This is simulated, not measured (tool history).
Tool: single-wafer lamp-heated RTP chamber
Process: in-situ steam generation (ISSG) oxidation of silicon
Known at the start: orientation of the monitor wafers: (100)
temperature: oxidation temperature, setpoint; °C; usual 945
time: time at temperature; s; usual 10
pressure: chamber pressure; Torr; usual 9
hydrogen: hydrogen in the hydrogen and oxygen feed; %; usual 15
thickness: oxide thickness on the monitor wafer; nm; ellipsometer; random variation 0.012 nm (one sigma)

run	hour	temperature	time	pressure	hydrogen	read-back reference wafer on the same gauge, thickness	thickness
1	0	945	10	9	15	3.426	3.296
2	14.4	945	10	9	15	3.427	3.284
# hour 23: pyrometer window cleaned and pyrometer calibrated
3	35.7	945	10	9	15	3.431	3.302
4	66.3	958	8	9	15	3.423	3.118
5	96.5	945	10	9	15	3.419	3.306
6	116.3	945	10	9	15	3.418	3.289
7	150.2	945	10	9	15	3.422	3.293
8	175	945	10	9	15	3.411	3.285
9	197.2	941	10	9	15	3.407	3.247
10	222.6	941	10	9	15	3.402	3.249
11	242.6	926	13	9	11	3.4	3.254
12	274.7	955	12	9	15	3.397	3.607
13	305.5	960	7	9.6	15	3.385	2.902
# hour 324.1: pyrometer window cleaned and pyrometer calibrated
# hour 325.8: pressure gauge zeroed
14	327.9	945	10	8.6	15	3.382	3.272
15	361.5	941	10	9	15	3.378	3.212
16	384.9	945	10	10.2	15	3.368	3.191
17	417.5	956	10	7.7	15	3.358	3.341
# hour 432.1: gauge calibrated
# hour 446.2: hydrogen flow controller replaced
18	510.9	945	10	9	15	3.422	3.269
19	525.9	933	10	8.4	21	3.42	3.484
20	547.5	945	12	9	12	3.418	3.326
21	563.9	945	10	9	15	3.411	3.315

3 ways to go on from here, each from the tool as it stands after run 21. What would each give?
A	564.3	951	10	9	15	?	?
B	564.3	927	10	9	11	?	?
C	564.3	939	7	9	11	?	?

run	read-back reference wafer on the same gauge, thickness	thickness
A	3.418	3.315
B	3.418	2.944
C	3.418	2.645
Without the tool's hidden state the same runs would have given:
run	thickness
A	3.318
B	2.947
C	2.648

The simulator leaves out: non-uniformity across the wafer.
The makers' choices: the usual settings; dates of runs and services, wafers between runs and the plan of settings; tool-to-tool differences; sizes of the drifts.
